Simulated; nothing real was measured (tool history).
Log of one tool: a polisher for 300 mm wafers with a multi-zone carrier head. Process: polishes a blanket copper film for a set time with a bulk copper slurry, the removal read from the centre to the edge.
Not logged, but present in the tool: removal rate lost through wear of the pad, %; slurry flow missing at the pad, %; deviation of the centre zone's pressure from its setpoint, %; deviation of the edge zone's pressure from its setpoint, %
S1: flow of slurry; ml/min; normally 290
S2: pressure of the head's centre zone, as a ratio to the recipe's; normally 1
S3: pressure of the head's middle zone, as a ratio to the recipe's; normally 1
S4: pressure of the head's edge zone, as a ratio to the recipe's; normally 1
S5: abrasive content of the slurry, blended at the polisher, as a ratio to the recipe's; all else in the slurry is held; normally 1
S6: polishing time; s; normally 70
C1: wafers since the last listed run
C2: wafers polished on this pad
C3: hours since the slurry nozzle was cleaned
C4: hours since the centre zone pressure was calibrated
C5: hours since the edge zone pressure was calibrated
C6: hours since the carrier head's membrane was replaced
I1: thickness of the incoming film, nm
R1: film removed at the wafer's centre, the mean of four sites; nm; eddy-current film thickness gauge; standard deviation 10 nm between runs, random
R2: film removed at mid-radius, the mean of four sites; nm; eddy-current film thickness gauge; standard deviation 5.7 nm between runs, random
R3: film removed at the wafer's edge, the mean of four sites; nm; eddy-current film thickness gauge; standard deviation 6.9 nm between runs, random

run     day   S1    S2    S3    S4    S5  S6   C1    C2     C3     C4     C5     C6      I1     R1     R2     R3
  1       0  290     1     1     1     1  70    0  2135  568.5  909.3    435  842.5  3659.3  749.7  729.3    739
      1.292  -- centre zone pressure recalibrated
  2   3.571  290     1     1     1     1  70  769  2905  654.2   54.7  520.7  928.2  3637.8  722.8    724  727.8
      3.979  -- worn pad replaced by a new one
  3   6.812  290  0.91     1     1     1  70  678   625    732  132.5  598.5   1006  3665.1  649.5  708.6    722
      8.388  -- edge zone pressure recalibrated
     10.408  -- carrier head's membrane replaced by a new one
  4  10.888  290  0.91     1     1     1  70  834  1460  829.8  230.3     60   11.5  3739.4  640.7  691.6  709.5
  5  14.133  290     1     1     1     1  70  716  2176  907.7  308.2  137.9   89.4  3632.5  679.6  679.8    699
     16.208  -- slurry nozzle cleaned
  6  17.992  290     1     1     1     1  70  842  3018   42.8  400.8  230.5    182  3647.2  772.1  733.1  746.4
     19.012  -- worn pad replaced by a new one
  7  22.042  290     1     1     1     1  70  856   668    140    498  327.7  279.2  3730.9  752.3  744.6  747.7
  8  25.212  385  0.91     1     1     1  70  699  1367  216.1  574.1  403.8  355.3  3699.5  706.9    765  755.1
  9   28.55  290     1  1.06     1     1  70  736  2104  296.2  654.2  483.9  435.4  3666.7  741.7  770.4  746.6
     30.725  -- worn pad replaced by a new one
 10  31.788  290     1  0.94     1     1  70  677   234  373.9  731.9  561.6  513.1  3685.3  754.3  694.6  750.5
     34.067  -- centre zone pressure recalibrated
 11  34.738  290     1     1     1     1  70  632   867  444.7   16.1  632.4  583.9  3655.2  750.6  731.4  729.9
 12  37.621  290     1     1     1     1  70  636  1503  513.9   85.3  701.6  653.1  3606.9  738.9  726.1  745.1
     37.962  -- edge zone pressure recalibrated
 13  39.808  290     1     1     1     1  70  464  1968  566.4  137.8   44.3  705.6  3667.6  723.4  729.2  739.2
 14  42.862  290     1   0.9     1   0.8  70  673  2642  639.7  211.1  117.6  778.9  3655.4  690.6  620.6  702.1
     45.142  -- worn pad replaced by a new one
 15    46.7  290     1  0.89  0.89     1  70  810   343  731.8  303.2  209.7    871  3715.1  708.8  635.9  686.8
     48.979  -- slurry nozzle cleaned
 16  49.262  365  1.06     1  0.94  1.15  70  556   900    6.8  364.7  271.2  932.5    3607  851.4  771.7  749.9
     50.242  -- carrier head's membrane replaced by a new one
 17  51.488  290     1  1.09     1     1  70  445  1345   60.2  418.1  324.6   29.9  3636.6  771.1  795.1  754.2
 18  53.112  290  0.94     1     1   0.8  64  358  1703   99.2  457.1  363.6   68.9    3627    617  639.2  647.1
 19  54.733  290     1     1     1   1.1  70  357  2061  138.1    496  402.5  107.8  3639.9  777.5  755.3  757.8
 20  56.333  290     1   0.9     1   0.8  70  353  2414  176.5  534.4  440.9  146.2  3640.2  704.5  653.8    706

Pick out some run-to-run changes in R1. Of each, how much would a tool without hidden state show as well, from the settings, what came in and chance, and how much is left for the hidden state and any gauge scatter not in both results compared?
Run 5 -> 6: slurry nozzle cleaned. R1 +92.5 nm: hidden state +69.4, all else +23.1.
Run 15 -> 16: S1 290 -> 365, S2 1 -> 1.06, S3 0.89 -> 1, S4 0.89 -> 0.94, S5 1 -> 1.15, slurry nozzle cleaned. R1 +142.6 nm: hidden state +37.8, all else +104.8.
Run 17 -> 18: S2 1 -> 0.94, S3 1.09 -> 1, S5 1 -> 0.8, S6 70 -> 64. R1 -154.1 nm: hidden state +0.7, all else -154.8.
Run 18 -> 19: S2 0.94 -> 1, S5 0.8 -> 1.1, S6 64 -> 70. R1 +160.5 nm: hidden state -1.6, all else +162.1.
